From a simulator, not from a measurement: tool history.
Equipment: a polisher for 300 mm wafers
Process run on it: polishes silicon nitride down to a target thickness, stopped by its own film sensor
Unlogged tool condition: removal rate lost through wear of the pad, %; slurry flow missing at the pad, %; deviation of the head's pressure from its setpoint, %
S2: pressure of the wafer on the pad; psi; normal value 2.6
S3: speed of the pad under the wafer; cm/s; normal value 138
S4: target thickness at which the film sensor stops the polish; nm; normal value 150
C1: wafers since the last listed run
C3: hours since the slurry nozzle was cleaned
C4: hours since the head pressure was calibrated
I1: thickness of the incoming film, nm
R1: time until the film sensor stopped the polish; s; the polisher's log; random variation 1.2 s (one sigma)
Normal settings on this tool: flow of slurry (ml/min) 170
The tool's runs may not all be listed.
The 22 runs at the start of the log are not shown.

{"hour": 256.8, "done": "worn pad replaced by a new one"}
{"run": 23, "hour": 257.3, "flow of slurry (ml/min)": 195, "S2": 2.6, "S3": 170, "S4": 196, "C1": 61, "wafers polished on this pad": 3, "C3": 121.4, "C4": 221.9, "I1": 346.7, "R1": 58.4}
{"run": 24, "hour": 262.6, "flow of slurry (ml/min)": 170, "S2": 3.3, "S3": 138, "S4": 150, "C1": 34, "wafers polished on this pad": 37, "C3": 126.7, "C4": 227.2, "I1": 354.5, "R1": 83.1}
{"run": 25, "hour": 270.6, "flow of slurry (ml/min)": 205, "S2": 3.1, "S3": 110, "S4": 117, "C1": 51, "wafers polished on this pad": 89, "C3": 134.7, "C4": 235.2, "I1": 348.6, "R1": 113.7}
{"run": 26, "hour": 280.5, "flow of slurry (ml/min)": 210, "S2": 3.5, "S3": 182, "S4": 150, "C1": 64, "wafers polished on this pad": 154, "C3": 144.6, "C4": 245.1, "I1": 347.2, "R1": 61.1}
{"run": 27, "hour": 286.8, "flow of slurry (ml/min)": 195, "S2": 1.9, "S3": 100, "S4": 174, "C1": 40, "wafers polished on this pad": 195, "C3": 150.9, "C4": 251.4, "I1": 349.7, "R1": 124.5}
{"run": 28, "hour": 293.4, "flow of slurry (ml/min)": 170, "S2": 2.6, "S3": 172, "S4": 150, "C1": 42, "wafers polished on this pad": 237, "C3": 157.5, "C4": 258.0, "I1": 353.7, "R1": 80.6}
{"run": 29, "hour": 299.4, "flow of slurry (ml/min)": 170, "S2": 2.6, "S3": 138, "S4": 130, "C1": 38, "wafers polished on this pad": 276, "C3": 163.5, "C4": 264.0, "I1": 347.4, "R1": 100.8}
{"run": 30, "hour": 309.5, "flow of slurry (ml/min)": 170, "S2": 2.6, "S3": 138, "S4": 150, "C1": 65, "wafers polished on this pad": 342, "C3": 173.6, "C4": 274.1, "I1": 349.2, "R1": 95.4}
{"run": 31, "hour": 320.9, "flow of slurry (ml/min)": 170, "S2": 2.6, "S3": 138, "S4": 150, "C1": 74, "wafers polished on this pad": 416, "C3": 185.0, "C4": 285.5, "I1": 346.3, "R1": 92.2}
{"run": 32, "hour": 332.3, "flow of slurry (ml/min)": 170, "S2": 3.5, "S3": 138, "S4": 132, "C1": 74, "wafers polished on this pad": 490, "C3": 196.4, "C4": 296.9, "I1": 347.0, "R1": 82.0}
{"run": 33, "hour": 338.4, "flow of slurry (ml/min)": 130, "S2": 2.1, "S3": 138, "S4": 150, "C1": 39, "wafers polished on this pad": 530, "C3": 202.5, "C4": 303.0, "I1": 350.7, "R1": 113.7}
{"run": 34, "hour": 355.9, "flow of slurry (ml/min)": 110, "S2": 2.2, "S3": 138, "S4": 189, "C1": 113, "wafers polished on this pad": 643, "C3": 220.0, "C4": 320.5, "I1": 353.0, "R1": 92.9}
{"run": 35, "hour": 366.7, "flow of slurry (ml/min)": 170, "S2": 2.6, "S3": 138, "S4": 150, "C1": 70, "wafers polished on this pad": 714, "C3": 230.8, "C4": 331.3, "I1": 351.6, "R1": 96.3}
{"run": 36, "hour": 375.9, "flow of slurry (ml/min)": 170, "S2": 2.6, "S3": 138, "S4": 150, "C1": 59, "wafers polished on this pad": 773, "C3": 240.0, "C4": 340.5, "I1": 343.4, "R1": 91.8}
{"run": 37, "hour": 389.2, "flow of slurry (ml/min)": 170, "S2": 2.6, "S3": 110, "S4": 174, "C1": 86, "wafers polished on this pad": 860, "C3": 253.3, "C4": 353.8, "I1": 353.2, "R1": 98.9}

Here are 4 independent what-if runs from the current tool condition. What would each one return?
{"run": "A", "hour": 389.7, "flow of slurry (ml/min)": 170, "S2": 2.6, "S3": 164, "S4": 150, "C1": 3, "wafers polished on this pad": 863, "C3": 253.8, "C4": 354.3, "I1": 350.2, "R1": "?"}
{"run": "B", "hour": 389.7, "flow of slurry (ml/min)": 195, "S2": 2.9, "S3": 160, "S4": 94, "C1": 3, "wafers polished on this pad": 863, "C3": 253.8, "C4": 354.3, "I1": 350.2, "R1": "?"}
{"run": "C", "hour": 389.7, "flow of slurry (ml/min)": 220, "S2": 2.6, "S3": 176, "S4": 150, "C1": 3, "wafers polished on this pad": 863, "C3": 253.8, "C4": 354.3, "I1": 350.2, "R1": "?"}
{"run": "D", "hour": 389.7, "flow of slurry (ml/min)": 170, "S2": 3.1, "S3": 98, "S4": 150, "C1": 3, "wafers polished on this pad": 863, "C3": 253.8, "C4": 354.3, "I1": 350.2, "R1": "?"}

run=A R1=80.1
run=B R1=95.6
run=C R1=73.2
run=D R1=105.2
Without the tool's unlogged condition, the same runs would have read:
run=A R1=84.4
run=B R1=100.7
run=C R1=77.1
run=D R1=110.8
